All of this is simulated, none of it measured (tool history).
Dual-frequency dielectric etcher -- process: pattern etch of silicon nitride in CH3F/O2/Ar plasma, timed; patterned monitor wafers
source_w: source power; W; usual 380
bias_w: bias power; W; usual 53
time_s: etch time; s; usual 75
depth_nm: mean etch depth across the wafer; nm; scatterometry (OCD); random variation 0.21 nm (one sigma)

run	hour	source_w	bias_w	time_s	read-back reference wafer on the same gauge, depth_nm	depth_nm
1	0	380	56	75	51.58	48.42
# hour 11.8: wet clean of the chamber
2	46.2	380	56	75	51.58	46.55
3	90.1	440	53	75	51.55	49.11
4	128.6	380	53	87.5	51.64	54.16
5	165.8	380	53	87.5	51.66	54.09
6	195	380	53	63.5	51.59	39.42
7	255.7	380	53	75	51.64	46.86
8	298.9	380	53	75	51.61	46.97
9	353.3	380	53	75	51.6	47.31
# hour 419.9: upper electrode replaced
10	420.3	380	53	75	51.57	47.87
# hour 502.4: wet clean of the chamber
11	502.9	380	53	75	51.62	45.33
# hour 521.3: source power generator calibrated
12	523.4	380	53	75	51.62	45.59
13	572.9	350	53	75	51.62	43.96
# hour 585: bias power generator calibrated
# hour 597.6: gauge calibrated
14	611	420	62	75	51.55	49.99
15	673.4	380	53	75	51.63	45.88
16	712.2	450	61	66.5	51.56	46
17	766.7	410	53	75	51.61	48.15
18	821.4	380	53	75	51.54	47.12
19	860.3	290	53	90	51.6	49.51
20	893.6	380	45	68	51.66	40.71
21	957.7	380	53	75	51.6	47.51
# hour 1013.9: wet clean of the chamber
22	1017.9	470	57	89	51.65	60.21
23	1044.5	380	62	56	51.65	35.28
24	1077.4	420	53	53	51.6	33.45

Run 25 is up next; what results do you expect?
25	1118	380	53	75	?	?

read-back reference wafer on the same gauge, depth_nm: 51.63
depth_nm: 45.26 nm
Minus the tool's unlogged condition, the same run would have read depth_nm 45.22 nm.

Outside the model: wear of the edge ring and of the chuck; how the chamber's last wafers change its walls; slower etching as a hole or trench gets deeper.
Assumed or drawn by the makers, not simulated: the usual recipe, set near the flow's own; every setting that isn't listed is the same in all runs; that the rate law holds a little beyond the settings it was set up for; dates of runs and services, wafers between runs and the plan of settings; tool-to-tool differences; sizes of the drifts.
